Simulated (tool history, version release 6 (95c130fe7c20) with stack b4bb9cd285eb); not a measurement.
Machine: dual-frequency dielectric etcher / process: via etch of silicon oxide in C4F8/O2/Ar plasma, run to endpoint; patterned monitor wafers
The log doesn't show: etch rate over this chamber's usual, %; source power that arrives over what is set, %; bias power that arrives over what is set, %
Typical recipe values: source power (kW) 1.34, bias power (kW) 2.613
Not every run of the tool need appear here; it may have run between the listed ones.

run	hour	source power (kW)	bias power (kW)	wafers since the last listed run	hours since the last wet clean	hours since the last source power generator calibration	hours since the last bias power generator calibration	hours since the last upper electrode change	incoming incoming film thickness, nm	endpoint time (s)
1	0	1.1	2.613	0	262.8	2538.9	1951.6	3457.1	1933	400.4
2	30	1.1	2.613	142	292.8	2568.9	1981.6	3487.1	1925.6	400
3	43	1.1	2.613	61	305.8	2581.9	1994.6	3500.1	1933.2	397.1
4	69.6	1.34	2.613	126	332.4	2608.5	2021.2	3526.7	1945.3	391.7
5	85.1	1.34	2.613	73	347.9	2624	2036.7	3542.2	1927.3	389
6	116.6	1.34	2.613	149	379.4	2655.5	2068.2	3573.7	1926.6	394.3
7	151.2	1.34	2.613	164	414	2690.1	2102.8	3608.3	1958.7	395.6
8	184	1.34	2.613	156	446.8	2722.9	2135.6	3641.1	1932.8	395.2
# hour 219.6: upper electrode replaced, of another model than before
9	220.1	1.34	2.613	57	482.9	2759	2171.7	0.5	1938.5	392.6
10	231.9	1.34	2.613	56	494.7	2770.8	2183.5	12.3	1934.6	397.2
# hour 263.9: wet clean of the chamber
11	264.4	1.34	2.613	40	0.5	2803.3	2216	44.8	1925.2	381.7
12	276.5	1.34	2.613	57	12.6	2815.4	2228.1	56.9	1926.9	384.6
# hour 282.6: bias power generator calibrated
13	291	1.34	2.613	49	27.1	2829.9	8.4	71.4	1939.3	382.6
14	310.3	1.34	2.613	91	46.4	2849.2	27.7	90.7	1942.4	385.2
15	325.7	1.05	3.084	73	61.8	2864.6	43.1	106.1	1935.9	384.9
# hour 349.5: source power generator calibrated
16	354.3	1.02	3.13	117	90.4	4.8	71.7	134.7	1929.3	385.7
17	382.7	1.34	2.162	135	118.8	33.2	100.1	163.1	1933.9	404.3
18	413.8	1.05	3.084	147	149.9	64.3	131.2	194.2	1936.4	382.8
19	440.2	1.62	2.36	125	176.3	90.7	157.6	220.6	1922.4	379.9
20	470.5	1.05	2.085	144	206.6	121	187.9	250.9	1926.8	417.6
21	486.6	1.22	2.022	76	222.7	137.1	204	267	1948	417.4
22	512.9	1.34	2.613	125	249	163.4	230.3	293.3	1927.9	390.8
23	536.6	1.34	2.613	112	272.7	187.1	254	317	1937.2	394.5
24	567.1	1.43	2.282	145	303.2	217.6	284.5	347.5	1929.9	400.6
25	600.1	1.03	2.027	157	336.2	250.6	317.5	380.5	1948.2	430.5
26	617.9	1.18	3.198	84	354	268.4	335.3	398.3	1939.1	379.9
27	693.1	1.6	2.613	357	429.2	343.6	410.5	473.5	1934.8	383.4

For each entry between runs, how does the tool's hidden state at the last listed run before it compare with that at the first listed run after it?
Between runs 8 and 9: upper electrode replaced, of another model than before (hour 219.6)
  etch rate over this chamber's usual, %: -3.71 -> -4
  measured minus no-state result, endpoint time (s): +14.6 -> +15.7
Between runs 10 and 11: wet clean of the chamber (hour 263.9)
  etch rate over this chamber's usual, %: -4.09 -> -0.956
  measured minus no-state result, endpoint time (s): +16.3 -> +3.6
Between runs 12 and 13: bias power generator calibrated (hour 282.6)
  etch rate over this chamber's usual, %: -1.05 -> -1.17
  measured minus no-state result, endpoint time (s): +4.1 -> +4.5
Between runs 15 and 16: source power generator calibrated (hour 349.5)
  etch rate over this chamber's usual, %: -1.45 -> -1.68
  measured minus no-state result, endpoint time (s): +5.5 -> +6.5
